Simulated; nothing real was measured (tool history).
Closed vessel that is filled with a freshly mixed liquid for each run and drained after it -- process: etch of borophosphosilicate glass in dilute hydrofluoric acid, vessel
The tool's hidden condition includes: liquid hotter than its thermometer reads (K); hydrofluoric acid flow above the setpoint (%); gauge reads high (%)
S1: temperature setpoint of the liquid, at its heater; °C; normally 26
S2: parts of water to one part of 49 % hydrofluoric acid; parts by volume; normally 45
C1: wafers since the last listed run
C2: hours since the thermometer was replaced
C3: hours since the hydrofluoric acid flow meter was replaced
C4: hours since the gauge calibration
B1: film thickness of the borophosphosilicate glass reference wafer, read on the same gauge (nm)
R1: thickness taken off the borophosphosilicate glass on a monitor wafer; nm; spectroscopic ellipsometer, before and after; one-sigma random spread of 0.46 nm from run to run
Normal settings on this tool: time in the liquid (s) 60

{"run": 1, "hour": 0.0, "S1": 26, "S2": 45, "time in the liquid (s)": 60, "C1": 0, "C2": 917.7, "C3": 1692, "C4": 1243.8, "B1": 140, "R1": 92.27}
{"run": 2, "hour": 61.4, "S1": 26, "S2": 45, "time in the liquid (s)": 60, "C1": 5736, "C2": 979.1, "C3": 1753.4, "C4": 1305.2, "B1": 139.99, "R1": 91.81}
{"run": 3, "hour": 107.9, "S1": 26, "S2": 45, "time in the liquid (s)": 40, "C1": 4344, "C2": 1025.6, "C3": 1799.9, "C4": 1351.7, "B1": 140, "R1": 61.74}
{"run": 4, "hour": 150.0, "S1": 26, "S2": 55, "time in the liquid (s)": 35, "C1": 3933, "C2": 1067.7, "C3": 1842, "C4": 1393.8, "B1": 140, "R1": 43.01}
{"run": 5, "hour": 335.5, "S1": 22, "S2": 45, "time in the liquid (s)": 60, "C1": 17329, "C2": 1253.2, "C3": 2027.5, "C4": 1579.3, "B1": 140, "R1": 78.49}
{"run": 6, "hour": 432.0, "S1": 22, "S2": 45, "time in the liquid (s)": 60, "C1": 9015, "C2": 1349.7, "C3": 2124, "C4": 1675.8, "B1": 139.97, "R1": 79.27}
{"run": 7, "hour": 522.2, "S1": 22, "S2": 45, "time in the liquid (s)": 60, "C1": 8426, "C2": 1439.9, "C3": 2214.2, "C4": 1766, "B1": 140, "R1": 79.67}
{"run": 8, "hour": 567.8, "S1": 26, "S2": 45, "time in the liquid (s)": 60, "C1": 4260, "C2": 1485.5, "C3": 2259.8, "C4": 1811.6, "B1": 140.01, "R1": 93.52}
{"hour": 595.8, "done": "thermometer replaced"}
{"run": 9, "hour": 638.1, "S1": 26, "S2": 45, "time in the liquid (s)": 60, "C1": 6474, "C2": 42.3, "C3": 2330.1, "C4": 1881.9, "B1": 139.98, "R1": 86.38}
{"run": 10, "hour": 724.8, "S1": 23.5, "S2": 45, "time in the liquid (s)": 50, "C1": 8099, "C2": 129, "C3": 2416.8, "C4": 1968.6, "B1": 140.01, "R1": 65.56}
{"run": 11, "hour": 765.1, "S1": 23.5, "S2": 45, "time in the liquid (s)": 50, "C1": 3764, "C2": 169.3, "C3": 2457.1, "C4": 2008.9, "B1": 139.99, "R1": 65.51}
{"hour": 784.0, "done": "hydrofluoric acid flow meter replaced"}
{"run": 12, "hour": 837.9, "S1": 23.5, "S2": 45, "time in the liquid (s)": 50, "C1": 6707, "C2": 242.1, "C3": 53.9, "C4": 2081.7, "B1": 139.99, "R1": 66.1}
{"hour": 875.1, "done": "gauge calibrated"}
{"run": 13, "hour": 876.4, "S1": 26, "S2": 30, "time in the liquid (s)": 80, "C1": 3596, "C2": 280.6, "C3": 92.4, "C4": 1.3, "B1": 140, "R1": 180.31}
{"run": 14, "hour": 973.7, "S1": 26, "S2": 45, "time in the liquid (s)": 60, "C1": 9089, "C2": 377.9, "C3": 189.7, "C4": 98.6, "B1": 140.02, "R1": 88.48}
{"run": 15, "hour": 1042.2, "S1": 26, "S2": 40, "time in the liquid (s)": 60, "C1": 6399, "C2": 446.4, "C3": 258.2, "C4": 167.1, "B1": 139.99, "R1": 100.33}
{"run": 16, "hour": 1087.8, "S1": 27.5, "S2": 45, "time in the liquid (s)": 60, "C1": 4260, "C2": 492, "C3": 303.8, "C4": 212.7, "B1": 140.03, "R1": 93.94}
{"run": 17, "hour": 1131.2, "S1": 26, "S2": 40, "time in the liquid (s)": 60, "C1": 4054, "C2": 535.4, "C3": 347.2, "C4": 256.1, "B1": 139.98, "R1": 101.26}
{"run": 18, "hour": 1226.6, "S1": 28.5, "S2": 30, "time in the liquid (s)": 75, "C1": 8912, "C2": 630.8, "C3": 442.6, "C4": 351.5, "B1": 140.01, "R1": 190.39}
{"run": 19, "hour": 1305.7, "S1": 31, "S2": 35, "time in the liquid (s)": 40, "C1": 7389, "C2": 709.9, "C3": 521.7, "C4": 430.6, "B1": 139.98, "R1": 94.19}
{"run": 20, "hour": 1404.0, "S1": 26, "S2": 50, "time in the liquid (s)": 60, "C1": 9183, "C2": 808.2, "C3": 620, "C4": 528.9, "B1": 140.04, "R1": 81.08}
{"run": 21, "hour": 1470.5, "S1": 21.5, "S2": 60, "time in the liquid (s)": 45, "C1": 6212, "C2": 874.7, "C3": 686.5, "C4": 595.4, "B1": 140.01, "R1": 41.42}
{"run": 22, "hour": 1513.4, "S1": 26, "S2": 30, "time in the liquid (s)": 30, "C1": 4007, "C2": 917.6, "C3": 729.4, "C4": 638.3, "B1": 139.98, "R1": 69.18}
{"run": 23, "hour": 1608.0, "S1": 21.5, "S2": 45, "time in the liquid (s)": 35, "C1": 8837, "C2": 1012.2, "C3": 824, "C4": 732.9, "B1": 139.99, "R1": 44.34}
{"run": 24, "hour": 1714.2, "S1": 26, "S2": 45, "time in the liquid (s)": 45, "C1": 9921, "C2": 1118.4, "C3": 930.2, "C4": 839.1, "B1": 140.01, "R1": 68.86}
{"run": 25, "hour": 1767.3, "S1": 28, "S2": 45, "time in the liquid (s)": 30, "C1": 4960, "C2": 1171.5, "C3": 983.3, "C4": 892.2, "B1": 139.99, "R1": 50}
{"run": 26, "hour": 1805.0, "S1": 26, "S2": 50, "time in the liquid (s)": 90, "C1": 3522, "C2": 1209.2, "C3": 1021, "C4": 929.9, "B1": 139.96, "R1": 123.47}
{"run": 27, "hour": 1888.5, "S1": 22.5, "S2": 25, "time in the liquid (s)": 45, "C1": 7800, "C2": 1292.7, "C3": 1104.5, "C4": 1013.4, "B1": 140, "R1": 112.25}
{"run": 28, "hour": 1970.0, "S1": 26, "S2": 45, "time in the liquid (s)": 60, "C1": 7613, "C2": 1374.2, "C3": 1186, "C4": 1094.9, "B1": 140.03, "R1": 93.74}
{"run": 29, "hour": 2034.0, "S1": 26, "S2": 45, "time in the liquid (s)": 60, "C1": 5978, "C2": 1438.2, "C3": 1250, "C4": 1158.9, "B1": 139.97, "R1": 93.03}
{"run": 30, "hour": 2110.6, "S1": 21.5, "S2": 45, "time in the liquid (s)": 90, "C1": 7156, "C2": 1514.8, "C3": 1326.6, "C4": 1235.5, "B1": 139.98, "R1": 117.76}
{"run": 31, "hour": 2203.9, "S1": 21.5, "S2": 45, "time in the liquid (s)": 60, "C1": 8716, "C2": 1608.1, "C3": 1419.9, "C4": 1328.8, "B1": 140.02, "R1": 78.64}

Hidden state at the last listed run before each entry between runs and at the first one after, where it differs:
After run 8, before run 9: thermometer replaced (hour 595.8)
  liquid hotter than its thermometer reads (K): 1.91 -> 0.0553
  the result without the hidden state subtracted from the measured one, R1: +6.95 -> +0.21 nm
After run 11, before run 12: hydrofluoric acid flow meter replaced (hour 784)
  liquid hotter than its thermometer reads (K): 0.212 -> 0.302
  the result without the hidden state subtracted from the measured one, R1: +0.57 -> +0.82 nm
After run 12, before run 13: gauge calibrated (hour 875.1)
  liquid hotter than its thermometer reads (K): 0.302 -> 0.349
  the result without the hidden state subtracted from the measured one, R1: +0.82 -> +2.58 nm
